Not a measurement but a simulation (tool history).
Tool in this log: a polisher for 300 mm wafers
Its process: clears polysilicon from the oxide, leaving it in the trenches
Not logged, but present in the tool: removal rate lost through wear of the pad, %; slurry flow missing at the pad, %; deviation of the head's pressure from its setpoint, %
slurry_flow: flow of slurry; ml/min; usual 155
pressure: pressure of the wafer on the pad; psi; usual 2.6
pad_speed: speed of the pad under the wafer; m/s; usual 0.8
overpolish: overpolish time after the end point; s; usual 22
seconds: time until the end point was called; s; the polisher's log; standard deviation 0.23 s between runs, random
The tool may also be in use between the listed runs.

| run | hour | slurry_flow | pressure | pad_speed | overpolish | wafers since the last listed run | wafers polished on this pad | hours since the slurry nozzle was cleaned | hours since the head pressure was calibrated | incoming thickness of the incoming film, nm | seconds |
|---|---|---|---|---|---|---|---|---|---|---|---|
| 1 | 0 | 155 | 2.6 | 0.8 | 22 | 0 | 1574 | 276.6 | 271.2 | 304.5 | 30.5 |
| 2 | 45.3 | 130 | 2.6 | 0.8 | 22 | 528 | 2102 | 321.9 | 316.5 | 305 | 32.1 |
|  | 54 | worn pad replaced by a new one |
| 3 | 77.7 | 120 | 2.6 | 0.8 | 22 | 331 | 276 | 354.3 | 348.9 | 303.2 | 29.7 |
| 4 | 133.2 | 120 | 2.6 | 0.8 | 22 | 647 | 923 | 409.8 | 404.4 | 298.4 | 30.4 |
| 5 | 177.5 | 120 | 2.6 | 0.8 | 22 | 516 | 1439 | 454.1 | 448.7 | 299.8 | 31.8 |
| 6 | 219.9 | 155 | 2.6 | 0.8 | 22 | 494 | 1933 | 496.5 | 491.1 | 301.1 | 31.2 |
|  | 240.2 | worn pad replaced by a new one |
| 7 | 255.4 | 155 | 2 | 0.8 | 22 | 367 | 177 | 532 | 526.6 | 300.2 | 35.7 |
| 8 | 314.7 | 155 | 2.6 | 0.96 | 22 | 691 | 869 | 591.3 | 585.9 | 300.7 | 24.2 |
| 9 | 358 | 155 | 3.1 | 1.04 | 22 | 504 | 1373 | 634.6 | 629.2 | 299.6 | 19.2 |
| 10 | 404 | 120 | 3.3 | 0.8 | 22 | 536 | 1910 | 680.6 | 675.2 | 299.5 | 25.9 |
|  | 418.2 | worn pad replaced by a new one |
|  | 431 | head pressure recalibrated |
| 11 | 615.5 | 170 | 2.6 | 0.9 | 26 | 2395 | 2276 | 892.1 | 184.5 | 294.2 | 26.9 |
|  | 620 | worn pad replaced by a new one, of another model than before |
|  | 644.7 | slurry nozzle cleaned |
| 12 | 675.2 | 120 | 3.2 | 0.64 | 10 | 637 | 631 | 30.5 | 244.2 | 301.4 | 28.6 |
| 13 | 742.6 | 105 | 2.6 | 0.64 | 13 | 785 | 1417 | 97.9 | 311.6 | 300.4 | 35 |
| 14 | 792.2 | 175 | 1.8 | 0.94 | 15 | 578 | 1995 | 147.5 | 361.2 | 297.8 | 35 |
|  | 797.3 | worn pad replaced by a new one |
| 15 | 839.2 | 155 | 3.3 | 0.8 | 22 | 501 | 488 | 194.5 | 408.2 | 299.2 | 23.4 |
| 16 | 906.9 | 155 | 2.6 | 0.8 | 22 | 789 | 1277 | 262.2 | 475.9 | 303 | 29.7 |

What if the next run were any one of these 3? Each begins from the tool's condition after run 16:
| A | 907.3 | 155 | 2.6 | 1.02 | 22 | 4 | 1282 | 262.6 | 476.3 | 297.3 | ? |
| B | 907.3 | 180 | 1.8 | 0.72 | 15 | 4 | 1282 | 262.6 | 476.3 | 297.3 | ? |
| C | 907.3 | 155 | 3.5 | 0.8 | 22 | 4 | 1282 | 262.6 | 476.3 | 297.3 | ? |

| run | seconds |
|---|---|
| A | 25.1 |
| B | 40.2 |
| C | 23.5 |
Take away the tool's hidden state, keep each run's random variation, and the runs would have read:
| run | seconds |
|---|---|
| A | 23.3 |
| B | 37.2 |
| C | 21.8 |

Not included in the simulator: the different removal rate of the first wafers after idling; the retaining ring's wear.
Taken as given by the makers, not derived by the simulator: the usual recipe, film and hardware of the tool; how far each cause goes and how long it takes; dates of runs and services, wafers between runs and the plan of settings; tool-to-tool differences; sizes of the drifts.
